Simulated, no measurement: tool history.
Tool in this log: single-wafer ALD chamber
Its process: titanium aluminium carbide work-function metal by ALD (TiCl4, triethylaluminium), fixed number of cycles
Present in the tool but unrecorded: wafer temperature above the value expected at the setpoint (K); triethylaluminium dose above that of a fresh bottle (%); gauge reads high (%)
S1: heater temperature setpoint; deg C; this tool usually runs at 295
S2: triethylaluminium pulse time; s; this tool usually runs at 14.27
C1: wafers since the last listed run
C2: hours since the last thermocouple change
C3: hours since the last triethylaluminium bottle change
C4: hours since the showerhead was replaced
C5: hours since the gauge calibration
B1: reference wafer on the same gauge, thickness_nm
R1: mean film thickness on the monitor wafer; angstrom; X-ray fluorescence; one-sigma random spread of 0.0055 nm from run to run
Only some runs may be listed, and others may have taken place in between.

run 1 day=0.000 | S1=295 S2=14.27 | C1=0 C2=1234.7 C3=1176.1 C4=5241.2 C5=571.7 | B1=1.845 | R1=21.31
run 2 day=0.525 | S1=295 S2=14.27 | C1=110 C2=1247.3 C3=1188.7 C4=5253.8 C5=584.3 | B1=1.842 | R1=21.18
run 3 day=0.908 | S1=295 S2=14.27 | C1=80 C2=1256.5 C3=1197.9 C4=5263.0 C5=593.5 | B1=1.841 | R1=21.26
run 4 day=1.221 | S1=295 S2=14.27 | C1=65 C2=1264.0 C3=1205.4 C4=5270.5 C5=601.0 | B1=1.842 | R1=21.33
-- day=1.479 gauge calibrated
run 5 day=1.504 | S1=302 S2=10.92 | C1=59 C2=1270.8 C3=1212.2 C4=5277.3 C5=0.6 | B1=1.888 | R1=22.27
run 6 day=1.779 | S1=292 S2=14.27 | C1=57 C2=1277.4 C3=1218.8 C4=5283.9 C5=7.2 | B1=1.886 | R1=21.49
run 7 day=2.196 | S1=292 S2=14.27 | C1=87 C2=1287.4 C3=1228.8 C4=5293.9 C5=17.2 | B1=1.884 | R1=21.54
run 8 day=2.671 | S1=295 S2=14.27 | C1=100 C2=1298.8 C3=1240.2 C4=5305.3 C5=28.6 | B1=1.886 | R1=21.88
run 9 day=3.412 | S1=295 S2=14.27 | C1=156 C2=1316.6 C3=1258.0 C4=5323.1 C5=46.4 | B1=1.881 | R1=21.91
-- day=4.071 showerhead replaced
run 10 day=4.092 | S1=295 S2=14.27 | C1=72 C2=1332.9 C3=1274.3 C4=0.5 C5=62.7 | B1=1.882 | R1=21.64
run 11 day=4.338 | S1=301 S2=8.88 | C1=51 C2=1338.8 C3=1280.2 C4=6.4 C5=68.6 | B1=1.882 | R1=21.90
run 12 day=4.650 | S1=295 S2=14.27 | C1=65 C2=1346.3 C3=1287.7 C4=13.9 C5=76.1 | B1=1.883 | R1=21.79
run 13 day=5.142 | S1=284 S2=10.04 | C1=103 C2=1358.1 C3=1299.5 C4=25.7 C5=87.9 | B1=1.882 | R1=20.68
run 14 day=5.775 | S1=295 S2=14.27 | C1=133 C2=1373.3 C3=1314.7 C4=40.9 C5=103.1 | B1=1.880 | R1=21.85
run 15 day=6.500 | S1=309 S2=15.98 | C1=152 C2=1390.7 C3=1332.1 C4=58.3 C5=120.5 | B1=1.878 | R1=22.92
run 16 day=7.167 | S1=295 S2=14.27 | C1=140 C2=1406.7 C3=1348.1 C4=74.3 C5=136.5 | B1=1.878 | R1=21.68
-- day=8.088 triethylaluminium bottle replaced
run 17 day=8.108 | S1=295 S2=14.27 | C1=128 C2=1429.3 C3=0.5 C4=96.9 C5=159.1 | B1=1.875 | R1=21.62
run 18 day=8.250 | S1=284 S2=10.43 | C1=29 C2=1432.7 C3=3.9 C4=100.3 C5=162.5 | B1=1.876 | R1=20.64
run 19 day=8.533 | S1=281 S2=16.49 | C1=59 C2=1439.5 C3=10.7 C4=107.1 C5=169.3 | B1=1.876 | R1=20.61
run 20 day=8.933 | S1=302 S2=10.92 | C1=84 C2=1449.1 C3=20.3 C4=116.7 C5=178.9 | B1=1.873 | R1=22.08
-- day=9.438 thermocouple changed; heater temperature recalibrated
run 21 day=9.458 | S1=282 S2=9.99 | C1=40 C2=0.5 C3=32.9 C4=129.3 C5=191.5 | B1=1.874 | R1=20.41
run 22 day=9.683 | S1=289 S2=16.69 | C1=47 C2=5.9 C3=38.3 C4=134.7 C5=196.9 | B1=1.874 | R1=21.22
run 23 day=9.942 | S1=287 S2=19.46 | C1=54 C2=12.1 C3=44.5 C4=140.9 C5=203.1 | B1=1.873 | R1=21.11
run 24 day=10.608 | S1=295 S2=14.27 | C1=140 C2=28.1 C3=60.5 C4=156.9 C5=219.1 | B1=1.873 | R1=21.65
run 25 day=10.875 | S1=286 S2=14.27 | C1=56 C2=34.5 C3=66.9 C4=163.3 C5=225.5 | B1=1.870 | R1=20.87
run 26 day=11.275 | S1=295 S2=14.27 | C1=84 C2=44.1 C3=76.5 C4=172.9 C5=235.1 | B1=1.870 | R1=21.62
run 27 day=11.704 | S1=295 S2=14.27 | C1=90 C2=54.4 C3=86.8 C4=183.2 C5=245.4 | B1=1.868 | R1=21.61
run 28 day=11.979 | S1=304 S2=14.27 | C1=57 C2=61.0 C3=93.4 C4=189.8 C5=252.0 | B1=1.869 | R1=22.42
run 29 day=12.517 | S1=303 S2=14.27 | C1=113 C2=73.9 C3=106.3 C4=202.7 C5=264.9 | B1=1.870 | R1=22.24
run 30 day=12.958 | S1=288 S2=16.70 | C1=93 C2=84.5 C3=116.9 C4=213.3 C5=275.5 | B1=1.864 | R1=21.12
run 31 day=13.396 | S1=283 S2=11.06 | C1=92 C2=95.0 C3=127.4 C4=223.8 C5=286.0 | B1=1.865 | R1=20.43
run 32 day=13.650 | S1=295 S2=14.27 | C1=53 C2=101.1 C3=133.5 C4=229.9 C5=292.1 | B1=1.866 | R1=21.53
run 33 day=14.296 | S1=288 S2=14.27 | C1=136 C2=116.6 C3=149.0 C4=245.4 C5=307.6 | B1=1.866 | R1=20.90
run 34 day=14.775 | S1=290 S2=14.27 | C1=100 C2=128.1 C3=160.5 C4=256.9 C5=319.1 | B1=1.862 | R1=21.15

Below are 3 alternative next runs, each starting from the tool's condition after run 34. Predict each:
run A day=14.792 | S1=295 S2=19.76 | C1=3 C2=128.5 C3=160.9 C4=257.3 C5=319.5 | B1=? | R1=?
run B day=14.792 | S1=288 S2=18.34 | C1=3 C2=128.5 C3=160.9 C4=257.3 C5=319.5 | B1=? | R1=?
run C day=14.792 | S1=285 S2=14.27 | C1=3 C2=128.5 C3=160.9 C4=257.3 C5=319.5 | B1=? | R1=?

run=A B1=1.862 R1=21.58
run=B B1=1.862 R1=20.97
run=C B1=1.862 R1=20.63
Without the tool's hidden state the same runs would have given:
run=A R1=21.88
run=B R1=21.27
run=C R1=20.93
